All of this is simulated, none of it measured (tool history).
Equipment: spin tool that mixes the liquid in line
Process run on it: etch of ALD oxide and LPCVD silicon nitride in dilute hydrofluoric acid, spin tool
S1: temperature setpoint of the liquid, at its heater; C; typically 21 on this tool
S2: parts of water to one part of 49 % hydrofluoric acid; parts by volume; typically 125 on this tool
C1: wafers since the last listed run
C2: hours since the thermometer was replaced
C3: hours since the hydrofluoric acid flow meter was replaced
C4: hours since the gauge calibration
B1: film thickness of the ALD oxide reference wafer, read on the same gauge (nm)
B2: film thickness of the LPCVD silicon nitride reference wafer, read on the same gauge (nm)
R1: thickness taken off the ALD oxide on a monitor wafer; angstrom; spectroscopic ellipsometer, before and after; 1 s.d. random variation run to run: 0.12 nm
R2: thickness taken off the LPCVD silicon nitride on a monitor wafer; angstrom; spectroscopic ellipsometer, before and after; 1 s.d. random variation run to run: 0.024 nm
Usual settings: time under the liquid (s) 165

{"run": 1, "hour": 0.0, "S1": 21, "S2": 125, "time under the liquid (s)": 165, "C1": 0, "C2": 653.9, "C3": 589.5, "C4": 416.8, "B1": 30.01, "B2": 40.001, "R1": 119.4, "R2": 5.52}
{"run": 2, "hour": 52.4, "S1": 21, "S2": 125, "time under the liquid (s)": 165, "C1": 601, "C2": 706.3, "C3": 641.9, "C4": 469.2, "B1": 30, "B2": 39.991, "R1": 116.9, "R2": 5.3}
{"run": 3, "hour": 123.0, "S1": 21, "S2": 125, "time under the liquid (s)": 115, "C1": 810, "C2": 776.9, "C3": 712.5, "C4": 539.8, "B1": 30.01, "B2": 40.009, "R1": 81.4, "R2": 3.89}
{"run": 4, "hour": 193.9, "S1": 21, "S2": 125, "time under the liquid (s)": 115, "C1": 814, "C2": 847.8, "C3": 783.4, "C4": 610.7, "B1": 30, "B2": 40.008, "R1": 81.1, "R2": 3.7}
{"run": 5, "hour": 299.7, "S1": 21, "S2": 125, "time under the liquid (s)": 165, "C1": 1214, "C2": 953.6, "C3": 889.2, "C4": 716.5, "B1": 30, "B2": 40.007, "R1": 116.5, "R2": 5.27}
{"run": 6, "hour": 377.9, "S1": 21, "S2": 125, "time under the liquid (s)": 165, "C1": 897, "C2": 1031.8, "C3": 967.4, "C4": 794.7, "B1": 30, "B2": 39.993, "R1": 118.9, "R2": 5.18}
{"run": 7, "hour": 468.2, "S1": 21, "S2": 125, "time under the liquid (s)": 165, "C1": 1036, "C2": 1122.1, "C3": 1057.7, "C4": 885, "B1": 30, "B2": 39.973, "R1": 118.7, "R2": 4.78}
{"run": 8, "hour": 555.2, "S1": 18.5, "S2": 125, "time under the liquid (s)": 95, "C1": 998, "C2": 1209.1, "C3": 1144.7, "C4": 972, "B1": 30, "B2": 39.988, "R1": 61.2, "R2": 2.42}
{"run": 9, "hour": 639.1, "S1": 18.5, "S2": 125, "time under the liquid (s)": 95, "C1": 963, "C2": 1293, "C3": 1228.6, "C4": 1055.9, "B1": 30.01, "B2": 39.992, "R1": 62, "R2": 2.65}
{"run": 10, "hour": 691.3, "S1": 21, "S2": 95, "time under the liquid (s)": 165, "C1": 599, "C2": 1345.2, "C3": 1280.8, "C4": 1108.1, "B1": 30, "B2": 40.026, "R1": 158.9, "R2": 6.79}
{"run": 11, "hour": 783.3, "S1": 21, "S2": 75, "time under the liquid (s)": 165, "C1": 1056, "C2": 1437.2, "C3": 1372.8, "C4": 1200.1, "B1": 30, "B2": 39.991, "R1": 206.2, "R2": 7.74}
{"hour": 791.5, "done": "thermometer replaced"}
{"run": 12, "hour": 827.4, "S1": 18, "S2": 125, "time under the liquid (s)": 220, "C1": 494, "C2": 35.9, "C3": 1416.9, "C4": 1244.2, "B1": 30, "B2": 40.014, "R1": 136.9, "R2": 5.52}
{"hour": 893.9, "done": "hydrofluoric acid flow meter replaced"}
{"run": 13, "hour": 918.0, "S1": 21, "S2": 125, "time under the liquid (s)": 165, "C1": 1028, "C2": 126.5, "C3": 24.1, "C4": 1334.8, "B1": 29.99, "B2": 40.013, "R1": 119.3, "R2": 5.45}
{"run": 14, "hour": 960.1, "S1": 18.5, "S2": 75, "time under the liquid (s)": 250, "C1": 483, "C2": 168.6, "C3": 66.2, "C4": 1376.9, "B1": 29.99, "B2": 39.999, "R1": 280.1, "R2": 10.07}
{"run": 15, "hour": 1059.7, "S1": 19, "S2": 125, "time under the liquid (s)": 165, "C1": 1143, "C2": 268.2, "C3": 165.8, "C4": 1476.5, "B1": 30.01, "B2": 39.987, "R1": 111.3, "R2": 4.64}
{"run": 16, "hour": 1147.7, "S1": 23, "S2": 125, "time under the liquid (s)": 165, "C1": 1010, "C2": 356.2, "C3": 253.8, "C4": 1564.5, "B1": 29.98, "B2": 39.999, "R1": 128.1, "R2": 5.93}
{"run": 17, "hour": 1205.1, "S1": 21, "S2": 125, "time under the liquid (s)": 115, "C1": 659, "C2": 413.6, "C3": 311.2, "C4": 1621.9, "B1": 30.01, "B2": 40.013, "R1": 81.5, "R2": 3.8}
{"run": 18, "hour": 1296.6, "S1": 21, "S2": 105, "time under the liquid (s)": 165, "C1": 1050, "C2": 505.1, "C3": 402.7, "C4": 1713.4, "B1": 30.01, "B2": 40.011, "R1": 143, "R2": 5.89}
{"hour": 1326.2, "done": "gauge calibrated"}
{"run": 19, "hour": 1358.0, "S1": 21, "S2": 125, "time under the liquid (s)": 165, "C1": 705, "C2": 566.5, "C3": 464.1, "C4": 31.8, "B1": 30, "B2": 40.015, "R1": 119.7, "R2": 5.27}
{"run": 20, "hour": 1415.7, "S1": 24.5, "S2": 70, "time under the liquid (s)": 240, "C1": 662, "C2": 624.2, "C3": 521.8, "C4": 89.5, "B1": 30, "B2": 40.023, "R1": 377.6, "R2": 17.06}
{"run": 21, "hour": 1514.1, "S1": 19.5, "S2": 95, "time under the liquid (s)": 90, "C1": 1129, "C2": 722.6, "C3": 620.2, "C4": 187.9, "B1": 29.99, "B2": 40.01, "R1": 82.9, "R2": 3.22}
{"run": 22, "hour": 1572.1, "S1": 21, "S2": 125, "time under the liquid (s)": 165, "C1": 665, "C2": 780.6, "C3": 678.2, "C4": 245.9, "B1": 30.03, "B2": 40.011, "R1": 118, "R2": 5.17}
{"run": 23, "hour": 1669.1, "S1": 19.5, "S2": 125, "time under the liquid (s)": 205, "C1": 1113, "C2": 877.6, "C3": 775.2, "C4": 342.9, "B1": 30, "B2": 40.005, "R1": 137.4, "R2": 5.69}
{"run": 24, "hour": 1708.4, "S1": 18.5, "S2": 125, "time under the liquid (s)": 165, "C1": 451, "C2": 916.9, "C3": 814.5, "C4": 382.2, "B1": 29.99, "B2": 40.021, "R1": 108.2, "R2": 4.36}
{"run": 25, "hour": 1793.9, "S1": 21, "S2": 65, "time under the liquid (s)": 240, "C1": 981, "C2": 1002.4, "C3": 900, "C4": 467.7, "B1": 29.99, "B2": 39.989, "R1": 347.7, "R2": 14.26}

Entry by entry between the runs, the difference in hidden state between the last listed run before and the first listed run after:
Runs 11 to 12: thermometer replaced (hour 791.5)
  both runs share identical hidden conditions
Runs 12 to 13: hydrofluoric acid flow meter replaced (hour 893.9)
  both runs share identical hidden conditions
Runs 18 to 19: gauge calibrated (hour 1326.2)
  both runs share identical hidden conditions
